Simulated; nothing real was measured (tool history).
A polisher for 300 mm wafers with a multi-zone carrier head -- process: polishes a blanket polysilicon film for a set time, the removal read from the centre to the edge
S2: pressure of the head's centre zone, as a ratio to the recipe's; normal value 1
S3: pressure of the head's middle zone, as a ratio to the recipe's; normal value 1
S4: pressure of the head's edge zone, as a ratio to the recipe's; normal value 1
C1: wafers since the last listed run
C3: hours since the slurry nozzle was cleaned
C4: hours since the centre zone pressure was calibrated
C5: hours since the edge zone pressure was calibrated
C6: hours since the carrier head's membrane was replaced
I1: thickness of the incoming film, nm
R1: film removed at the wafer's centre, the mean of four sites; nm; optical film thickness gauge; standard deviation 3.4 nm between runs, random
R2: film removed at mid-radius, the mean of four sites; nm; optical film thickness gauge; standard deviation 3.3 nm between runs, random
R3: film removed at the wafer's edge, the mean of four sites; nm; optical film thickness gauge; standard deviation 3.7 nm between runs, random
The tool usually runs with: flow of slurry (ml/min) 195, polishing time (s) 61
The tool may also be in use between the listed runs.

{"run": 1, "hour": 0.0, "flow of slurry (ml/min)": 195, "S2": 1, "S3": 1, "S4": 1, "polishing time (s)": 61, "C1": 0, "wafers polished on this pad": 459, "C3": 299.2, "C4": 447.2, "C5": 70.7, "C6": 743.1, "I1": 2205.2, "R1": 308.9, "R2": 282.5, "R3": 293.3}
{"run": 2, "hour": 6.2, "flow of slurry (ml/min)": 195, "S2": 1, "S3": 1, "S4": 1, "polishing time (s)": 61, "C1": 47, "wafers polished on this pad": 507, "C3": 305.4, "C4": 453.4, "C5": 76.9, "C6": 749.3, "I1": 2210.3, "R1": 308.2, "R2": 286.2, "R3": 295.2}
{"run": 3, "hour": 13.0, "flow of slurry (ml/min)": 195, "S2": 1, "S3": 1, "S4": 1, "polishing time (s)": 66, "C1": 52, "wafers polished on this pad": 559, "C3": 312.2, "C4": 460.2, "C5": 83.7, "C6": 756.1, "I1": 2230, "R1": 327.9, "R2": 310.5, "R3": 316.3}
{"run": 4, "hour": 19.8, "flow of slurry (ml/min)": 195, "S2": 1, "S3": 1, "S4": 1, "polishing time (s)": 66, "C1": 52, "wafers polished on this pad": 612, "C3": 319, "C4": 467, "C5": 90.5, "C6": 762.9, "I1": 2230.4, "R1": 334.3, "R2": 308.8, "R3": 312.6}
{"hour": 24.7, "done": "worn pad replaced by a new one"}
{"run": 5, "hour": 30.0, "flow of slurry (ml/min)": 195, "S2": 1, "S3": 1, "S4": 1, "polishing time (s)": 61, "C1": 47, "wafers polished on this pad": 40, "C3": 329.2, "C4": 477.2, "C5": 100.7, "C6": 773.1, "I1": 2181, "R1": 311.5, "R2": 287.2, "R3": 283.6}
{"run": 6, "hour": 40.6, "flow of slurry (ml/min)": 145, "S2": 1, "S3": 1, "S4": 1, "polishing time (s)": 67, "C1": 81, "wafers polished on this pad": 122, "C3": 339.8, "C4": 487.8, "C5": 111.3, "C6": 783.7, "I1": 2224.2, "R1": 303.9, "R2": 282.4, "R3": 300.1}
{"run": 7, "hour": 50.4, "flow of slurry (ml/min)": 145, "S2": 1, "S3": 1, "S4": 1, "polishing time (s)": 67, "C1": 75, "wafers polished on this pad": 197, "C3": 349.6, "C4": 497.6, "C5": 121.1, "C6": 793.5, "I1": 2201.8, "R1": 303.1, "R2": 282.5, "R3": 295.5}
{"run": 8, "hour": 64.0, "flow of slurry (ml/min)": 145, "S2": 1, "S3": 1, "S4": 1, "polishing time (s)": 67, "C1": 104, "wafers polished on this pad": 302, "C3": 363.2, "C4": 511.2, "C5": 134.7, "C6": 807.1, "I1": 2189.6, "R1": 304.6, "R2": 283.4, "R3": 300.5}
{"run": 9, "hour": 71.4, "flow of slurry (ml/min)": 195, "S2": 1, "S3": 1, "S4": 1, "polishing time (s)": 61, "C1": 57, "wafers polished on this pad": 359, "C3": 370.6, "C4": 518.6, "C5": 142.1, "C6": 814.5, "I1": 2227.4, "R1": 310.9, "R2": 283.5, "R3": 296}
{"run": 10, "hour": 87.7, "flow of slurry (ml/min)": 195, "S2": 1, "S3": 1, "S4": 0.96, "polishing time (s)": 61, "C1": 125, "wafers polished on this pad": 485, "C3": 386.9, "C4": 534.9, "C5": 158.4, "C6": 830.8, "I1": 2177.7, "R1": 311.2, "R2": 285.1, "R3": 283}
{"hour": 94.6, "done": "worn pad replaced by a new one"}
{"run": 11, "hour": 101.0, "flow of slurry (ml/min)": 260, "S2": 1.09, "S3": 0.97, "S4": 1.06, "polishing time (s)": 61, "C1": 71, "wafers polished on this pad": 49, "C3": 400.2, "C4": 548.2, "C5": 171.7, "C6": 844.1, "I1": 2200, "R1": 354.2, "R2": 295.6, "R3": 311.2}
{"hour": 108.3, "done": "centre zone pressure recalibrated"}
{"run": 12, "hour": 129.2, "flow of slurry (ml/min)": 195, "S2": 1, "S3": 1, "S4": 1, "polishing time (s)": 61, "C1": 201, "wafers polished on this pad": 251, "C3": 428.4, "C4": 20.9, "C5": 199.9, "C6": 872.3, "I1": 2250.7, "R1": 283, "R2": 277.3, "R3": 289}
{"run": 13, "hour": 142.9, "flow of slurry (ml/min)": 195, "S2": 1.03, "S3": 1.06, "S4": 1, "polishing time (s)": 44, "C1": 105, "wafers polished on this pad": 356, "C3": 442.1, "C4": 34.6, "C5": 213.6, "C6": 886, "I1": 2211.6, "R1": 205.3, "R2": 211.6, "R3": 205.8}
{"hour": 160.8, "done": "worn pad replaced by a new one"}
{"run": 14, "hour": 161.3, "flow of slurry (ml/min)": 250, "S2": 0.92, "S3": 1, "S4": 1, "polishing time (s)": 73, "C1": 110, "wafers polished on this pad": 3, "C3": 460.5, "C4": 53, "C5": 232, "C6": 904.4, "I1": 2164.5, "R1": 336.1, "R2": 361.2, "R3": 355.7}
{"hour": 163.3, "done": "slurry nozzle cleaned"}
{"hour": 174.9, "done": "carrier head's membrane replaced by a new one"}
{"run": 15, "hour": 175.4, "flow of slurry (ml/min)": 195, "S2": 0.94, "S3": 1, "S4": 1, "polishing time (s)": 61, "C1": 62, "wafers polished on this pad": 66, "C3": 12.1, "C4": 67.1, "C5": 246.1, "C6": 0.5, "I1": 2187.5, "R1": 290.9, "R2": 310.7, "R3": 305}
{"run": 16, "hour": 190.9, "flow of slurry (ml/min)": 195, "S2": 1, "S3": 1, "S4": 1.1, "polishing time (s)": 47, "C1": 119, "wafers polished on this pad": 185, "C3": 27.6, "C4": 82.6, "C5": 261.6, "C6": 16, "I1": 2193.9, "R1": 242.4, "R2": 236.4, "R3": 246.5}
{"hour": 197.5, "done": "edge zone pressure recalibrated"}
{"run": 17, "hour": 200.4, "flow of slurry (ml/min)": 195, "S2": 1, "S3": 1.03, "S4": 1.1, "polishing time (s)": 61, "C1": 57, "wafers polished on this pad": 243, "C3": 37.1, "C4": 92.1, "C5": 2.9, "C6": 25.5, "I1": 2220.1, "R1": 321.3, "R2": 317.2, "R3": 314}
{"run": 18, "hour": 211.0, "flow of slurry (ml/min)": 195, "S2": 0.91, "S3": 1.1, "S4": 1.1, "polishing time (s)": 61, "C1": 81, "wafers polished on this pad": 325, "C3": 47.7, "C4": 102.7, "C5": 13.5, "C6": 36.1, "I1": 2176.7, "R1": 292.3, "R2": 330.1, "R3": 321.4}
{"run": 19, "hour": 220.6, "flow of slurry (ml/min)": 135, "S2": 0.96, "S3": 1, "S4": 1, "polishing time (s)": 78, "C1": 73, "wafers polished on this pad": 399, "C3": 57.3, "C4": 112.3, "C5": 23.1, "C6": 45.7, "I1": 2178.9, "R1": 351.7, "R2": 352.4, "R3": 374.1}
{"hour": 231.8, "done": "worn pad replaced by a new one"}
{"run": 20, "hour": 232.8, "flow of slurry (ml/min)": 195, "S2": 1, "S3": 1, "S4": 1, "polishing time (s)": 61, "C1": 63, "wafers polished on this pad": 7, "C3": 69.5, "C4": 124.5, "C5": 35.3, "C6": 57.9, "I1": 2183.5, "R1": 321.1, "R2": 298.9, "R3": 305.9}
{"run": 21, "hour": 249.4, "flow of slurry (ml/min)": 140, "S2": 1, "S3": 1, "S4": 1, "polishing time (s)": 61, "C1": 127, "wafers polished on this pad": 135, "C3": 86.1, "C4": 141.1, "C5": 51.9, "C6": 74.5, "I1": 2186.3, "R1": 287.7, "R2": 282.1, "R3": 283.2}
{"run": 22, "hour": 265.1, "flow of slurry (ml/min)": 195, "S2": 1, "S3": 1, "S4": 1, "polishing time (s)": 61, "C1": 120, "wafers polished on this pad": 256, "C3": 101.8, "C4": 156.8, "C5": 67.6, "C6": 90.2, "I1": 2193.6, "R1": 323.1, "R2": 298.9, "R3": 302}
{"run": 23, "hour": 281.7, "flow of slurry (ml/min)": 195, "S2": 1, "S3": 0.97, "S4": 1, "polishing time (s)": 61, "C1": 127, "wafers polished on this pad": 384, "C3": 118.4, "C4": 173.4, "C5": 84.2, "C6": 106.8, "I1": 2171.2, "R1": 312.9, "R2": 293.6, "R3": 298.7}

Branching from run 23: 3 alternative next runs. What would each branch give?
{"run": "A", "hour": 282.1, "flow of slurry (ml/min)": 195, "S2": 1, "S3": 1, "S4": 1, "polishing time (s)": 61, "C1": 3, "wafers polished on this pad": 387, "C3": 118.8, "C4": 173.8, "C5": 84.6, "C6": 107.2, "I1": 2188.2, "R1": "?", "R2": "?", "R3": "?"}
{"run": "B", "hour": 282.1, "flow of slurry (ml/min)": 195, "S2": 1, "S3": 1.06, "S4": 1, "polishing time (s)": 61, "C1": 3, "wafers polished on this pad": 387, "C3": 118.8, "C4": 173.8, "C5": 84.6, "C6": 107.2, "I1": 2188.2, "R1": "?", "R2": "?", "R3": "?"}
{"run": "C", "hour": 282.1, "flow of slurry (ml/min)": 195, "S2": 1.03, "S3": 1, "S4": 1.05, "polishing time (s)": 48, "C1": 3, "wafers polished on this pad": 387, "C3": 118.8, "C4": 173.8, "C5": 84.6, "C6": 107.2, "I1": 2188.2, "R1": "?", "R2": "?", "R3": "?"}

run=A R1=316.9 R2=299.8 R3=304.2
run=B R1=317 R2=314.5 R3=303.9
run=C R1=256.9 R2=235.9 R3=244.5
The same runs, with their run-to-run variation unchanged, on a tool lacking any hidden condition would have given:
run=A R1=312.5 R2=314.6 R3=315
run=B R1=312.6 R2=330.1 R3=314.7
run=C R1=253.4 R2=247.5 R3=253.2

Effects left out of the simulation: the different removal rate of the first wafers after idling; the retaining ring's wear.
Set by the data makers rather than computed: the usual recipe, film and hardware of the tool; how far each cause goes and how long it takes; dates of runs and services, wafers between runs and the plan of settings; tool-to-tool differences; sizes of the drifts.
